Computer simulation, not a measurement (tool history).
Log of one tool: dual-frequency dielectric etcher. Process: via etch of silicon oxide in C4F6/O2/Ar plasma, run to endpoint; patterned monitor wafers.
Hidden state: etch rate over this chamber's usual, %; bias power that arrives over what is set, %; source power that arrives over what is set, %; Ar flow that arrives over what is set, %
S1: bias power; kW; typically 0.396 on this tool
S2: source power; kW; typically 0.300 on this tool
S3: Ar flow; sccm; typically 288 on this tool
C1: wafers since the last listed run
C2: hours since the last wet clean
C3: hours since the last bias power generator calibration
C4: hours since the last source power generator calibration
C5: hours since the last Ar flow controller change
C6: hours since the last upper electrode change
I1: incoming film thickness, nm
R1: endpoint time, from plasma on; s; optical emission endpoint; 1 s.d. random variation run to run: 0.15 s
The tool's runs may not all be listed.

run	day	S1	S2	S3	C1	C2	C3	C4	C5	C6	I1	R1
1	0.000	0.396	0.300	288	0	56.4	3471.5	1739.8	1647.1	4814.8	166.3	41.9
2	0.700	0.348	0.340	288	230	73.2	3488.3	1756.6	1663.9	4831.6	165.6	42.2
3	1.875	0.348	0.340	288	386	101.4	3516.5	1784.8	1692.1	4859.8	164.0	41.9
4	2.608	0.348	0.340	288	241	119.0	3534.1	1802.4	1709.7	4877.4	164.8	42.0
5	3.575	0.320	0.300	312	318	142.2	3557.3	1825.6	1732.9	4900.6	162.3	45.5
6	4.108	0.396	0.300	288	175	155.0	3570.1	1838.4	1745.7	4913.4	165.7	42.1
7	4.900	0.396	0.300	288	260	174.0	3589.1	1857.4	1764.7	4932.4	164.3	41.8
8	5.767	0.396	0.300	288	285	194.8	3609.9	1878.2	1785.5	4953.2	164.9	41.7
9	9.117	0.396	0.300	288	1102	275.2	3690.3	1958.6	1865.9	5033.6	163.5	41.6
# day 11.371: Ar flow controller replaced
10	12.892	0.396	0.300	288	1159	365.8	3780.9	2049.2	36.5	5124.2	163.2	41.7
# day 14.038: wet clean of the chamber
11	14.058	0.396	0.300	288	54	0.5	3808.9	2077.2	64.5	5152.2	164.5	41.4
12	15.242	0.396	0.300	288	389	28.9	3837.3	2105.6	92.9	5180.6	163.8	41.4
# day 15.558: bias power generator calibrated
# day 16.538: upper electrode replaced, of another model than before
13	16.617	0.396	0.300	288	75	61.9	25.4	2138.6	125.9	1.9	167.2	42.0
14	17.546	0.345	0.260	324	305	84.2	47.7	2160.9	148.2	24.2	163.9	45.0
15	18.654	0.396	0.340	221	364	110.8	74.3	2187.5	174.8	50.8	163.9	38.5
16	19.371	0.396	0.300	243	235	128.0	91.5	2204.7	192.0	68.0	163.7	40.3
17	20.342	0.396	0.300	288	319	151.3	114.8	2228.0	215.3	91.3	164.8	41.7
18	21.246	0.461	0.260	288	297	173.0	136.5	2249.7	237.0	113.0	166.5	41.7
# day 21.683: source power generator calibrated
19	21.775	0.396	0.300	288	119	185.7	149.2	2.2	249.7	125.7	164.5	41.7
20	22.729	0.396	0.300	288	313	208.6	172.1	25.1	272.6	148.6	165.5	41.8
21	24.275	0.396	0.370	288	508	245.7	209.2	62.2	309.7	185.7	164.9	40.2
22	25.679	0.396	0.300	288	462	279.4	242.9	95.9	343.4	219.4	162.9	41.8
23	26.704	0.350	0.220	341	337	304.0	267.5	120.5	368.0	244.0	165.7	47.5
# day 28.058: wet clean of the chamber
24	28.079	0.449	0.260	244	123	0.5	300.5	153.5	401.0	277.0	165.8	40.5

3 ways to go on from here, each from the tool as it stands after run 24. What would each give?
A	28.096	0.396	0.300	288	5	0.9	300.9	153.9	401.4	277.4	165.3	?
B	28.096	0.396	0.300	349	5	0.9	300.9	153.9	401.4	277.4	165.3	?
C	28.096	0.453	0.250	236	5	0.9	300.9	153.9	401.4	277.4	165.3	?

run	R1
A	41.5
B	42.8
C	40.1
With no hidden state in the tool, these same runs would have given:
run	R1
A	41.5
B	42.8
C	40.0
